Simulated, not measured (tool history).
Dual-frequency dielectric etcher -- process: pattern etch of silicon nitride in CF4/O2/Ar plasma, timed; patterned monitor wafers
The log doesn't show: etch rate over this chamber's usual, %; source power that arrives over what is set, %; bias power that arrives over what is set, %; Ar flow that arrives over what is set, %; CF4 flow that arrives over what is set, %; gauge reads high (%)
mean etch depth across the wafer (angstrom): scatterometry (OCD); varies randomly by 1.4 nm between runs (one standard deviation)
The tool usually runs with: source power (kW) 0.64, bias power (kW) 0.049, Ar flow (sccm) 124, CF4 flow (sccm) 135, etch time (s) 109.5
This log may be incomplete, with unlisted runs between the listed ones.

run    hour  source power (kW)  bias power (kW)  Ar flow (sccm)  CF4 flow (sccm)  etch time (s)  wafers since the last listed run  hours since the last wet clean  hours since the last source power generator calibration  hours since the last bias power generator calibration  hours since the last Ar flow controller change  hours since the last CF4 flow controller change  hours since the last upper electrode change  hours since the gauge calibration  read-back reference wafer on the same gauge, depth_nm  mean etch depth across the wafer (angstrom)
  1       0               0.77            0.049             139              154            142                                 0                           104.1                                                   3620.2                                                    331                                          1018.5                                           1395.7                                         10.7                               43.9                                                  215.8                                         3856
  2    39.4               0.64            0.049             124              135          109.5                               327                           143.5                                                   3659.6                                                  370.4                                          1057.9                                           1435.1                                         50.1                               83.3                                                  216.3                                         2469
  3   105.7               0.52            0.058             124              135            135                               550                           209.8                                                   3725.9                                                  436.7                                          1124.2                                           1501.4                                        116.4                              149.6                                                  215.9                                         2726
      127.1  -- CF4 flow controller replaced
  4   197.7               0.77            0.057             124              135          109.5                               713                           301.8                                                   3817.9                                                  528.7                                          1216.2                                             70.6                                        208.4                              241.6                                                  215.4                                         3184
  5   260.7               0.79            0.049             124              135          109.5                               522                           364.8                                                   3880.9                                                  591.7                                          1279.2                                            133.6                                        271.4                              304.6                                                  216.2                                         3028
  6   363.2               0.64            0.049             112              102            137                               850                           467.3                                                   3983.4                                                  694.2                                          1381.7                                            236.1                                        373.9                              407.1                                                  216.4                                         3023
  7   463.1               0.64            0.059             140              135          109.5                               829                           567.2                                                   4083.3                                                  794.1                                          1481.6                                              336                                        473.8                                507                                                  216.1                                         2643
  8   512.8               0.64            0.044             124              135          109.5                               412                           616.9                                                     4133                                                  843.8                                          1531.3                                            385.7                                        523.5                              556.7                                                  215.5                                         2355
  9   576.5               0.64            0.049             148              109            129                               528                           680.6                                                   4196.7                                                  907.5                                            1595                                            449.4                                        587.2                              620.4                                                  216.5                                         2713
      612.4  -- Ar flow controller replaced
 10   673.1               0.64            0.045             124              126          109.5                               752                           777.2                                                   4293.3                                                 1004.1                                            60.7                                              546                                        683.8                                717                                                  216.3                                         2371
      749.9  -- wet clean of the chamber
      752.5  -- source power generator calibrated
 11   759.5               0.71            0.049             133              148             83                               496                             9.6                                                        7                                                 1090.5                                           147.1                                            632.4                                        770.2                              803.4                                                  216.3                                         2082
 12   839.5               0.64            0.056             124              151          109.5                               664                            89.6                                                       87                                                 1170.5                                           227.1                                            712.4                                        850.2                              883.4                                                    216                                         2638
 13  1148.1               0.64            0.049             124              135          109.5                              2561                           398.2                                                    395.6                                                 1479.1                                           535.7                                             1021                                       1158.8                               1192                                                  215.8                                         2473
 14  1252.3               0.64            0.049             124              135          109.5                               864                           502.4                                                    499.8                                                 1583.3                                           639.9                                           1125.2                                         1263                             1296.2                                                  216.4                                         2476
 15  1353.4               0.64            0.049             124              135          109.5                               839                           603.5                                                    600.9                                                 1684.4                                             741                                           1226.3                                       1364.1                             1397.3                                                    216                                         2495
     1534.5  -- wet clean of the chamber
 16  1589.2               0.64            0.049             124              103          109.5                              1758                            54.7                                                    836.7                                                 1920.2                                           976.8                                           1462.1                                       1599.9                             1633.1                                                  216.1                                         2378
 17  1686.9               0.64            0.049             124              135          109.5                               811                           152.4                                                    934.4                                                 2017.9                                          1074.5                                           1559.8                                       1697.6                             1730.8                                                  215.4                                         2499
 18  1731.1               0.64            0.049             147              110          109.5                               366                           196.6                                                    978.6                                                 2062.1                                          1118.7                                             1604                                       1741.8                               1775                                                  215.8                                         2328
 19  1772.4               0.64            0.042             151              144          118.5                               342                           237.9                                                   1019.9                                                 2103.4                                            1160                                           1645.3                                       1783.1                             1816.3                                                  215.9                                         2460
 20  1839.2               0.64            0.049             107              124           85.5                               554                           304.7                                                   1086.7                                                 2170.2                                          1226.8                                           1712.1                                       1849.9                             1883.1                                                  216.1                                         1980
 21  1906.7               0.64            0.049             133              135           87.5                               560                           372.2                                                   1154.2                                                 2237.7                                          1294.3                                           1779.6                                       1917.4                             1950.6                                                  216.3                                         1968
 22  1985.7               0.64            0.049             124              135          109.5                               655                           451.2                                                   1233.2                                                 2316.7                                          1373.3                                           1858.6                                       1996.4                             2029.6                                                  216.8                                         2485

For each run, what was the tool's unlogged condition?
etch rate over this chamber's usual, %: 0, the same for each run
source power that arrives over what is set, %: 0, the same for each run
bias power that arrives over what is set, %: 0, the same for each run
Ar flow that arrives over what is set, %: 0, the same for each run
CF4 flow that arrives over what is set, %: 0, the same for each run
gauge reads high (%): 0, the same for each run
